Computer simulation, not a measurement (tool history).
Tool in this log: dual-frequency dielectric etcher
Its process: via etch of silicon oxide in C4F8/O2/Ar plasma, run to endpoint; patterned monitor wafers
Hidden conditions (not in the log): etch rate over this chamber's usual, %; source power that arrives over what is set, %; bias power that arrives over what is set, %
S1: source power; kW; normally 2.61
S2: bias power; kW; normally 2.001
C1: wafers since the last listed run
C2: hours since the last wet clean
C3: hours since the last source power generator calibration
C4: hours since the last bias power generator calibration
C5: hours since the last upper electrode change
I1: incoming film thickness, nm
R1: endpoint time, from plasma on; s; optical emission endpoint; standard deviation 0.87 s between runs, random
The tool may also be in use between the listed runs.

| run | day | S1 | S2 | C1 | C2 | C3 | C4 | C5 | I1 | R1 |
|---|---|---|---|---|---|---|---|---|---|---|
| 1 | 0 | 2.61 | 2.348 | 0 | 145 | 2289.2 | 3669.6 | 5950 | 1519.8 | 254.9 |
| 2 | 0.675 | 2.61 | 2.348 | 81 | 161.2 | 2305.4 | 3685.8 | 5966.2 | 1529.4 | 255.8 |
| 3 | 1.346 | 2.61 | 2.001 | 80 | 177.3 | 2321.5 | 3701.9 | 5982.3 | 1532.1 | 271.7 |
| 4 | 1.679 | 2.61 | 2.001 | 40 | 185.3 | 2329.5 | 3709.9 | 5990.3 | 1518.8 | 269.5 |
| 5 | 3.808 | 2.61 | 2.001 | 256 | 236.4 | 2380.6 | 3761 | 6041.4 | 1512.3 | 268.5 |
| 6 | 4.533 | 2.61 | 2.001 | 87 | 253.8 | 2398 | 3778.4 | 6058.8 | 1530.4 | 272.4 |
| 7 | 5.075 | 2.61 | 2.001 | 65 | 266.8 | 2411 | 3791.4 | 6071.8 | 1529.5 | 274.5 |
| 8 | 5.696 | 2.61 | 2.001 | 74 | 281.7 | 2425.9 | 3806.3 | 6086.7 | 1525.7 | 271.3 |
| 9 | 6.412 | 2.61 | 2.001 | 86 | 298.9 | 2443.1 | 3823.5 | 6103.9 | 1531.2 | 274.6 |
| 10 | 7.079 | 2.61 | 2.001 | 80 | 314.9 | 2459.1 | 3839.5 | 6119.9 | 1516.4 | 272.4 |
| 11 | 7.683 | 2.61 | 2.001 | 72 | 329.4 | 2473.6 | 3854 | 6134.4 | 1534.3 | 273.3 |
| 12 | 8.254 | 3.04 | 2.231 | 68 | 343.1 | 2487.3 | 3867.7 | 6148.1 | 1526.6 | 253.5 |
| 13 | 8.817 | 2.61 | 2.001 | 67 | 356.6 | 2500.8 | 3881.2 | 6161.6 | 1533.7 | 275.4 |
| 14 | 9.2 | 3.25 | 1.712 | 46 | 365.8 | 2510 | 3890.4 | 6170.8 | 1532.1 | 270.5 |
|  | 10.646 | bias power generator calibrated |
|  | 10.729 | upper electrode replaced |
|  | 10.783 | source power generator calibrated |
|  | 11.421 | wet clean of the chamber |
| 15 | 11.442 | 2.98 | 2.33 | 156 | 0.5 | 15.8 | 19.1 | 17.1 | 1518.4 | 241.6 |
| 16 | 11.462 | 2.98 | 2.33 | 2 | 1 | 16.3 | 19.6 | 17.6 | 1542.2 | 245.7 |
| 17 | 11.479 | 2.26 | 1.759 | 2 | 1.4 | 16.7 | 20 | 18 | 1538.2 | 291.2 |
| 18 | 11.592 | 2.34 | 1.781 | 13 | 4.1 | 19.4 | 22.7 | 20.7 | 1512.8 | 283.2 |
| 19 | 12.183 | 3.04 | 2.231 | 71 | 18.3 | 33.6 | 36.9 | 34.9 | 1521 | 243.2 |
| 20 | 12.829 | 2.98 | 2.33 | 77 | 33.8 | 49.1 | 52.4 | 50.4 | 1521.3 | 244.7 |
| 21 | 13.333 | 2.61 | 2.001 | 60 | 45.9 | 61.2 | 64.5 | 62.5 | 1540.1 | 270.4 |
| 22 | 13.95 | 2.61 | 2.19 | 74 | 60.7 | 76 | 79.3 | 77.3 | 1528.7 | 260.9 |
| 23 | 14.608 | 2.93 | 2.347 | 79 | 76.5 | 91.8 | 95.1 | 93.1 | 1517.3 | 244.2 |

Hidden state, per run?
source power that arrives over what is set, %: 0 in every run
bias power that arrives over what is set, %: 0 in every run
H1: etch rate over this chamber's usual, %
| run | H1 |
|---|---|
| 1 | -0.829 |
| 2 | -0.992 |
| 3 | -1.15 |
| 4 | -1.23 |
| 5 | -1.75 |
| 6 | -1.92 |
| 7 | -2.05 |
| 8 | -2.2 |
| 9 | -2.38 |
| 10 | -2.54 |
| 11 | -2.68 |
| 12 | -2.82 |
| 13 | -2.95 |
| 14 | -3.05 |
| 15 | 0.0944 |
| 16 | 0.0894 |
| 17 | 0.0854 |
| 18 | 0.0583 |
| 19 | -0.0844 |
| 20 | -0.24 |
| 21 | -0.362 |
| 22 | -0.51 |
| 23 | -0.669 |
